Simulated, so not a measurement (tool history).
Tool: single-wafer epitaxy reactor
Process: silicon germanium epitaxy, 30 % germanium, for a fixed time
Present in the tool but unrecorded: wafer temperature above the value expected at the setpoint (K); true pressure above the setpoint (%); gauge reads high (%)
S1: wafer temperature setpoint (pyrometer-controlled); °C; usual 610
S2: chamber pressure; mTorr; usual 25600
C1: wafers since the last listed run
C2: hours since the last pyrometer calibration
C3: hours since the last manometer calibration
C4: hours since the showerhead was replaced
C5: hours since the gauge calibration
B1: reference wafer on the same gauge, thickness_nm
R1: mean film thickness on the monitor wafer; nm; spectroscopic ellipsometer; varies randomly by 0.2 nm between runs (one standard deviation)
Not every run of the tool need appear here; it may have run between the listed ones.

run,hour,S1,S2,C1,C2,C3,C4,C5,B1,R1
1,0,610,25600,0,1613.1,1282,7162.5,305.9,91.891,84.302
2,58.2,604,25600,1502,1671.3,1340.2,7220.7,364.1,91.944,74.128
3,115.1,610,25600,1469,1728.2,1397.1,7277.6,421,91.946,83.861
4,180.3,610,25600,1683,1793.4,1462.3,7342.8,486.2,91.909,84.102
5,222.1,610,25600,1079,1835.2,1504.1,7384.6,528,91.876,83.819
6,262.9,610,25600,1053,1876,1544.9,7425.4,568.8,91.911,83.384
7,314.3,610,25600,1327,1927.4,1596.3,7476.8,620.2,91.87,83.376
8,344.2,610,24000,772,1957.3,1626.2,7506.7,650.1,91.863,80.203
9,411.6,610,23100,1740,2024.7,1693.6,7574.1,717.5,91.893,78.265
10,447.6,610,25600,929,2060.7,1729.6,7610.1,753.5,91.907,82.709
11,517.9,610,25600,1815,2131,1799.9,7680.4,823.8,91.891,83.07
12,642.1,610,25600,3207,2255.2,1924.1,7804.6,948,91.886,82.987
13,674.6,610,25600,839,2287.7,1956.6,7837.1,980.5,91.944,82.967
14,709.4,610,28300,898,2322.5,1991.4,7871.9,1015.3,91.906,87.305
15,753.4,610,28300,1136,2366.5,2035.4,7915.9,1059.3,91.936,86.963
16,812.8,610,28300,1533,2425.9,2094.8,7975.3,1118.7,91.955,87.065
17,839.9,610,25600,699,2453,2121.9,8002.4,1145.8,91.905,82.516
# hour 866.2: pyrometer calibrated
18,877.8,610,25600,772,11.6,2159.8,8040.3,1183.7,91.882,84.961
19,934,610,25600,1451,67.8,2216,8096.5,1239.9,91.905,84.963
20,991.4,610,25600,1482,125.2,2273.4,8153.9,1297.3,91.9,84.376
# hour 1021.2: gauge calibrated
21,1027.1,610,25600,921,160.9,2309.1,8189.6,5.9,91.875,84.667
# hour 1037.6: capacitance manometer re-zeroed and calibrated
# hour 1071.3: showerhead replaced
22,1071.8,610,22400,741,205.6,34.2,0.5,50.6,91.847,80.794
23,1099.7,617,25600,720,233.5,62.1,28.4,78.5,91.891,100.464
24,1149.9,600,31000,1296,283.7,112.3,78.6,128.7,91.873,78.602
25,1214.7,602,20000,1673,348.5,177.1,143.4,193.5,91.945,63.348
26,1269.5,597,30300,1415,403.3,231.9,198.2,248.3,91.948,72.346
27,1315.2,624,21100,1180,449,277.6,243.9,294,91.905,102.705
28,1341.7,620,31000,684,475.5,304.1,270.4,320.5,91.887,117.373
29,1407.4,618,27700,1696,541.2,369.8,336.1,386.2,91.905,106.066
30,1466.6,619,23100,1528,600.4,429,395.3,445.4,91.933,97.459
31,1533.8,624,31800,1735,667.6,496.2,462.5,512.6,91.898,128.017
32,1582.6,610,25600,1260,716.4,545,511.3,561.4,91.888,85.579
33,1639,596,22500,1456,772.8,601.4,567.7,617.8,91.899,59.621
34,1702.2,610,25600,1631,836,664.6,630.9,681,91.921,85.231
35,1759,610,25600,1466,892.8,721.4,687.7,737.8,91.861,85.413
36,1824.9,610,25600,1701,958.7,787.3,753.6,803.7,91.914,85.64

The tool's hidden state at each run:
gauge reads high (%): 0 at every run
H1: wafer temperature above the value expected at the setpoint (K)
H2: true pressure above the setpoint (%)
run,H1,H2
1,-0.856,-2.96
2,-0.905,-3.06
3,-0.952,-3.16
4,-1.01,-3.27
5,-1.04,-3.35
6,-1.07,-3.42
7,-1.12,-3.51
8,-1.14,-3.56
9,-1.2,-3.68
10,-1.23,-3.74
11,-1.29,-3.86
12,-1.39,-4.08
13,-1.42,-4.14
14,-1.45,-4.2
15,-1.48,-4.28
16,-1.53,-4.38
17,-1.55,-4.43
18,0.0289,-4.49
19,-0.0178,-4.59
20,-0.0655,-4.69
21,-0.0951,-4.76
22,-0.132,0.533
23,-0.155,0.484
24,-0.197,0.397
25,-0.251,0.283
26,-0.296,0.187
27,-0.334,0.107
28,-0.356,0.0609
29,-0.411,-0.0541
30,-0.46,-0.158
31,-0.516,-0.275
32,-0.557,-0.361
33,-0.603,-0.459
34,-0.656,-0.57
35,-0.703,-0.669
36,-0.758,-0.785
